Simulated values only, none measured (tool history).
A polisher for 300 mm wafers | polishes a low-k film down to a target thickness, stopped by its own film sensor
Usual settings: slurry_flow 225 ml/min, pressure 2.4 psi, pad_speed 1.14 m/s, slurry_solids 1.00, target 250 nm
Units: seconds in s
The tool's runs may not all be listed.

| run | hour | slurry_flow | pressure | pad_speed | slurry_solids | target | wafers since the last listed run | wafers polished on this pad | hours since the slurry nozzle was cleaned | hours since the head pressure was calibrated | hours since the slurry blender was calibrated | hours since the conditioning disc was replaced | incoming thickness of the incoming film, nm | seconds |
|---|---|---|---|---|---|---|---|---|---|---|---|---|---|---|
| 1 | 0.0 | 225 | 2.4 | 1.14 | 1.00 | 250 | 0 | 557 | 115.1 | 380.0 | 135.9 | 177.2 | 312.6 | 148.8 |
| 2 | 15.4 | 225 | 2.4 | 1.14 | 1.00 | 250 | 137 | 694 | 130.5 | 395.4 | 151.3 | 192.6 | 310.0 | 144.2 |
|  | 28.5 | conditioning disc replaced and pad reconditioned |
| 3 | 42.0 | 225 | 2.4 | 1.14 | 0.85 | 250 | 219 | 914 | 157.1 | 422.0 | 177.9 | 13.5 | 312.3 | 164.5 |
| 4 | 54.3 | 225 | 2.4 | 1.14 | 0.85 | 250 | 109 | 1023 | 169.4 | 434.3 | 190.2 | 25.8 | 312.4 | 165.4 |
|  | 69.5 | worn pad replaced by a new one |
| 5 | 70.0 | 225 | 2.4 | 1.14 | 0.85 | 250 | 104 | 4 | 185.1 | 450.0 | 205.9 | 41.5 | 310.6 | 156.2 |
| 6 | 101.0 | 225 | 2.4 | 1.14 | 1.00 | 250 | 276 | 280 | 216.1 | 481.0 | 236.9 | 72.5 | 313.3 | 155.3 |
| 7 | 124.8 | 225 | 2.4 | 1.14 | 1.00 | 250 | 212 | 493 | 239.9 | 504.8 | 260.7 | 96.3 | 303.8 | 132.1 |
| 8 | 156.5 | 225 | 2.4 | 1.14 | 1.00 | 250 | 282 | 775 | 271.6 | 536.5 | 292.4 | 128.0 | 311.0 | 153.6 |
| 9 | 184.1 | 225 | 2.4 | 1.14 | 1.00 | 250 | 246 | 1021 | 299.2 | 564.1 | 320.0 | 155.6 | 308.9 | 151.5 |
|  | 196.1 | conditioning disc replaced and pad reconditioned |
|  | 200.1 | worn pad replaced by a new one |
| 10 | 263.7 | 225 | 1.9 | 1.14 | 1.00 | 250 | 656 | 567 | 378.8 | 643.7 | 399.6 | 67.6 | 316.1 | 220.6 |
|  | 293.0 | slurry blender recalibrated |
| 11 | 299.1 | 225 | 2.4 | 1.14 | 1.00 | 250 | 297 | 864 | 414.2 | 679.1 | 6.1 | 103.0 | 304.7 | 132.1 |
| 12 | 326.9 | 305 | 2.4 | 1.14 | 1.00 | 250 | 247 | 1112 | 442.0 | 706.9 | 33.9 | 130.8 | 308.7 | 137.6 |
|  | 343.1 | worn pad replaced by a new one |
| 13 | 343.9 | 225 | 2.4 | 1.28 | 1.20 | 250 | 115 | 7 | 459.0 | 723.9 | 50.9 | 147.8 | 313.5 | 127.8 |
| 14 | 366.5 | 225 | 2.4 | 1.14 | 1.00 | 250 | 201 | 209 | 481.6 | 746.5 | 73.5 | 170.4 | 307.1 | 135.1 |
|  | 408.5 | conditioning disc replaced and pad reconditioned |
| 15 | 409.0 | 225 | 2.4 | 0.84 | 1.00 | 261 | 361 | 570 | 524.1 | 789.0 | 116.0 | 0.5 | 304.7 | 129.2 |
| 16 | 432.9 | 155 | 2.4 | 0.98 | 0.75 | 265 | 213 | 783 | 548.0 | 812.9 | 139.9 | 24.4 | 308.5 | 139.3 |
| 17 | 465.0 | 225 | 3.0 | 1.14 | 1.00 | 250 | 286 | 1069 | 580.1 | 845.0 | 172.0 | 56.5 | 311.4 | 122.3 |
|  | 482.2 | worn pad replaced by a new one |
|  | 490.0 | head pressure recalibrated |
|  | 490.4 | slurry nozzle cleaned |
| 18 | 497.1 | 225 | 2.4 | 1.28 | 1.20 | 250 | 229 | 111 | 6.7 | 7.1 | 204.1 | 88.6 | 308.5 | 118.6 |
| 19 | 525.3 | 165 | 3.0 | 1.14 | 1.00 | 243 | 251 | 363 | 34.9 | 35.3 | 232.3 | 116.8 | 306.4 | 126.7 |
|  | 586.2 | conditioning disc replaced and pad reconditioned |
| 20 | 594.6 | 185 | 2.4 | 0.98 | 1.10 | 250 | 600 | 963 | 104.2 | 104.6 | 301.6 | 8.4 | 310.0 | 163.8 |
|  | 608.5 | worn pad replaced by a new one |
| 21 | 617.5 | 225 | 2.4 | 1.00 | 1.00 | 260 | 168 | 80 | 127.1 | 127.5 | 324.5 | 31.3 | 307.7 | 125.1 |
| 22 | 649.0 | 225 | 2.4 | 1.14 | 1.00 | 250 | 280 | 360 | 158.6 | 159.0 | 356.0 | 62.8 | 309.8 | 154.3 |

Some steps in seconds between neighbouring runs. How much of each would the tool show without its hidden state too (settings, what came in, random variation), and how much is left for the hidden state, with any gauge scatter that isn't in both results?
The hidden state here: removal rate lost through wear of the pad, %; slurry flow missing at the pad, %; deviation of the head's pressure from its setpoint, %; abrasive missing from the slurry, %; time polished since the conditioner stopped cutting, s.
Run 9 -> 10: pressure 2.4 -> 1.9, conditioning disc replaced and pad reconditioned, worn pad replaced by a new one. seconds +69.1 s: hidden state +12.1, all else +57.0.
Run 10 -> 11: pressure 1.9 -> 2.4, slurry blender recalibrated. seconds -88.5 s: hidden state -24.7, all else -63.8.

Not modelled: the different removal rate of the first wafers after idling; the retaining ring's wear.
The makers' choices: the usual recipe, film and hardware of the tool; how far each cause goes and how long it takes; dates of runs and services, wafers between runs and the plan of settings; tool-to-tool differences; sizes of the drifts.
